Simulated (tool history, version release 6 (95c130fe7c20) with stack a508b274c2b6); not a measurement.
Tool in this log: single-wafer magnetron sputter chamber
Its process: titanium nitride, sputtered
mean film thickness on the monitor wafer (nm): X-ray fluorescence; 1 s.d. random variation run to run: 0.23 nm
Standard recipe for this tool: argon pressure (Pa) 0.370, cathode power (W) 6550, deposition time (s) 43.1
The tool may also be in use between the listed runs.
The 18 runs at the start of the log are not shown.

run    hour  argon pressure (Pa)  cathode power (W)  deposition time (s)  read-back reference wafer on the same gauge, thickness_nm  mean film thickness on the monitor wafer (nm)
 19   924.9                0.433               7550                 48.3                                                     52.656                                         57.866
 20   972.1                0.509               8150                 36.0                                                     52.765                                         44.563
     1029.9  -- sputter target and shields replaced
 21  1031.8                0.370               6550                 43.1                                                     52.648                                         46.112
 22  1089.4                0.370               8150                 43.1                                                     52.703                                         57.047
 23  1130.4                0.425               5850                 47.0                                                     52.716                                         44.793
 24  1162.2                0.370               6550                 43.1                                                     52.735                                         46.010
 25  1228.7                0.410               5300                 46.5                                                     52.727                                         40.553
 26  1284.5                0.239               5750                 49.5                                                     52.617                                         50.089
 27  1334.7                0.370               7550                 43.1                                                     52.728                                         53.292
 28  1365.6                0.370               6550                 43.1                                                     52.723                                         46.353
 29  1416.7                0.321               7550                 43.1                                                     52.664                                         54.035
 30  1451.6                0.465               7000                 36.7                                                     52.714                                         40.305
     1484.8  -- sputter target and shields replaced
 31  1494.3                0.498               6550                 38.1                                                     52.688                                         38.293
 32  1525.8                0.370               6550                 43.1                                                     52.703                                         46.341
 33  1552.2                0.370               7950                 43.1                                                     52.693                                         55.117
 34  1621.7                0.509               5550                 39.7                                                     52.627                                         34.401

What if the next run were any one of these 5? Each begins from the tool's condition after run 34:
  A  1622.1                0.370               6550                 43.1                                                          ?                                              ?
  B  1622.1                0.245               6550                 43.1                                                          ?                                              ?
  C  1622.1                0.370               6550                 37.2                                                          ?                                              ?
  D  1622.1                0.240               6950                 36.9                                                          ?                                              ?
  E  1622.1                0.370               5150                 43.1                                                          ?                                              ?

run  read-back reference wafer on the same gauge, thickness_nm  mean film thickness on the monitor wafer (nm)
  A                                                     52.689                                         45.728
  B                                                     52.689                                         48.567
  C                                                     52.689                                         39.469
  D                                                     52.689                                         44.034
  E                                                     52.689                                         36.695
Without the tool's hidden state the same runs would have given:
run  mean film thickness on the monitor wafer (nm)
  A                                         46.439
  B                                         49.033
  C                                         40.082
  D                                         44.446
  E                                         37.265
